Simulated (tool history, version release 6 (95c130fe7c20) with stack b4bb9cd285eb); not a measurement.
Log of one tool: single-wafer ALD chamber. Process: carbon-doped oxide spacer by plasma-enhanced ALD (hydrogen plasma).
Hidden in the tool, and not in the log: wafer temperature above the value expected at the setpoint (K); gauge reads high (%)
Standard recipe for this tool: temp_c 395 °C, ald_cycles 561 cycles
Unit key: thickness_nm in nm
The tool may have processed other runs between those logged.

run,hour,temp_c,ald_cycles,wafers since the last listed run,hours since the last thermocouple change,hours since the gauge calibration,"read-back reference wafer on the same gauge, thickness_nm",thickness_nm
1,0,395,501,0,749.8,635.5,30.39,23.578
2,28.1,395,501,21,777.9,663.6,30.419,23.684
3,83.7,395,501,43,833.5,719.2,30.391,23.538
4,130.9,395,561,36,880.7,766.4,30.374,26.313
5,176.3,395,561,35,926.1,811.8,30.276,26.367
6,200.3,395,561,18,950.1,835.8,30.337,26.385
7,240.7,395,561,31,990.5,876.2,30.263,25.989
8,301.2,395,561,47,1051,936.7,30.259,26.396
9,327.6,395,561,20,1077.4,963.1,30.272,26.135
10,355.5,395,561,21,1105.3,991,30.288,26.188
11,424.2,395,561,53,1174,1059.7,30.208,26.089
12,448.9,395,561,19,1198.7,1084.4,30.264,26.264
13,487,400,647,29,1236.8,1122.5,30.267,30.275
14,527.6,395,471,31,1277.4,1163.1,30.269,22.006
15,593.3,384,453,51,1343.1,1228.8,30.15,21.252
# hour 605.3: gauge calibrated
16,628.1,387,517,27,1377.9,22.8,31.509,25.08
17,684.5,400,647,43,1434.3,79.2,31.28,31.26
18,736.7,400,647,40,1486.5,131.4,31.283,31.052
# hour 776.2: thermocouple changed; heater temperature recalibrated
19,832.8,410,455,68,56.6,227.5,31.047,21.197
20,899.4,402,632,51,123.2,294.1,30.938,29.914
21,929,395,561,23,152.8,323.7,30.85,26.736
22,976.8,389,561,37,200.6,371.5,30.799,26.517
23,1029.6,402,561,41,253.4,424.3,30.748,26.558
24,1095.5,382,602,51,319.3,490.2,30.624,28.462
25,1150,382,533,42,373.8,544.7,30.609,25.284
26,1206.7,395,561,44,430.5,601.4,30.558,26.349
27,1272.6,395,561,51,496.4,667.3,30.534,26.509

Here are 5 independent what-if runs from the current tool condition. What would each one return?
A,1273.9,407,561,1,497.7,668.6,?,?
B,1273.9,408,615,1,497.7,668.6,?,?
C,1273.9,405,666,1,497.7,668.6,?,?
D,1273.9,395,622,1,497.7,668.6,?,?
E,1273.9,391,673,1,497.7,668.6,?,?

run,"read-back reference wafer on the same gauge, thickness_nm",thickness_nm
A,30.555,25.921
B,30.555,28.328
C,30.555,30.965
D,30.555,29.374
E,30.555,31.783
Stripped of hidden state, with their random variation kept, the same runs would have yielded:
run,thickness_nm
A,26.681
B,29.158
C,31.872
D,30.235
E,32.714
